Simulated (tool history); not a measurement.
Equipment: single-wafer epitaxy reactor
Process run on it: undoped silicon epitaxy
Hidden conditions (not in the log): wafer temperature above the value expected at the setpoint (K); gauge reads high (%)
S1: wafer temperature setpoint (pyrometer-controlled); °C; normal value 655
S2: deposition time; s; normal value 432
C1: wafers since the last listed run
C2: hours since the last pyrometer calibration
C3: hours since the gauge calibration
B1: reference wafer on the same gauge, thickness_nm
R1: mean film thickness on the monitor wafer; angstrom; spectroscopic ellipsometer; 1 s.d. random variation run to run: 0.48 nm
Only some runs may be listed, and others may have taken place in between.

run,hour,S1,S2,C1,C2,C3,B1,R1
1,0.0,655,466,0,1162.4,687.1,76.930,902.56
# hour 70.7: pyrometer calibrated
2,76.1,655,466,208,5.4,763.2,77.119,888.30
3,151.8,665,388,231,81.1,838.9,77.239,900.06
4,205.8,655,432,165,135.1,892.9,77.199,826.16
5,261.1,655,432,169,190.4,948.2,77.259,831.60
6,329.1,655,432,208,258.4,1016.2,77.259,821.44
7,370.7,655,432,127,300.0,1057.8,77.011,831.85
8,454.7,655,432,257,384.0,1141.8,77.225,833.79
9,517.8,655,432,193,447.1,1204.9,77.173,827.94
10,610.1,655,432,282,539.4,1297.2,77.189,829.33
11,676.9,655,432,204,606.2,1364.0,77.270,823.88
# hour 736.3: gauge calibrated
12,767.8,655,432,278,697.1,31.5,77.135,826.25
13,810.7,642,410,131,740.0,74.4,77.228,609.83
14,865.7,641,461,168,795.0,129.4,77.007,655.92
15,928.6,664,432,192,857.9,192.3,77.036,987.75
16,993.3,646,462,198,922.6,257.0,77.083,745.69
17,1068.2,665,364,229,997.5,331.9,77.236,842.83
18,1121.1,646,385,162,1050.4,384.8,77.251,615.70
# hour 1135.1: pyrometer calibrated
19,1206.3,662,360,236,71.2,470.0,77.151,787.40
20,1256.0,655,432,152,120.9,519.7,77.305,829.52
21,1319.2,640,388,193,184.1,582.9,77.208,545.47
22,1397.6,655,432,240,262.5,661.3,77.188,830.34
23,1499.7,641,354,312,364.6,763.4,77.108,509.46
24,1582.1,643,474,252,447.0,845.8,77.152,711.93

Branching from run 24: 3 alternative next runs. What would each branch give?
A,1582.6,655,432,1,447.5,846.3,?,?
B,1582.6,651,509,1,447.5,846.3,?,?
C,1582.6,655,373,1,447.5,846.3,?,?

run,B1,R1
A,77.176,828.67
B,77.176,901.26
C,77.176,715.49
With the hidden condition removed and each run's random variation left untouched, the same runs would have given:
run,R1
A,828.67
B,901.26
C,715.49

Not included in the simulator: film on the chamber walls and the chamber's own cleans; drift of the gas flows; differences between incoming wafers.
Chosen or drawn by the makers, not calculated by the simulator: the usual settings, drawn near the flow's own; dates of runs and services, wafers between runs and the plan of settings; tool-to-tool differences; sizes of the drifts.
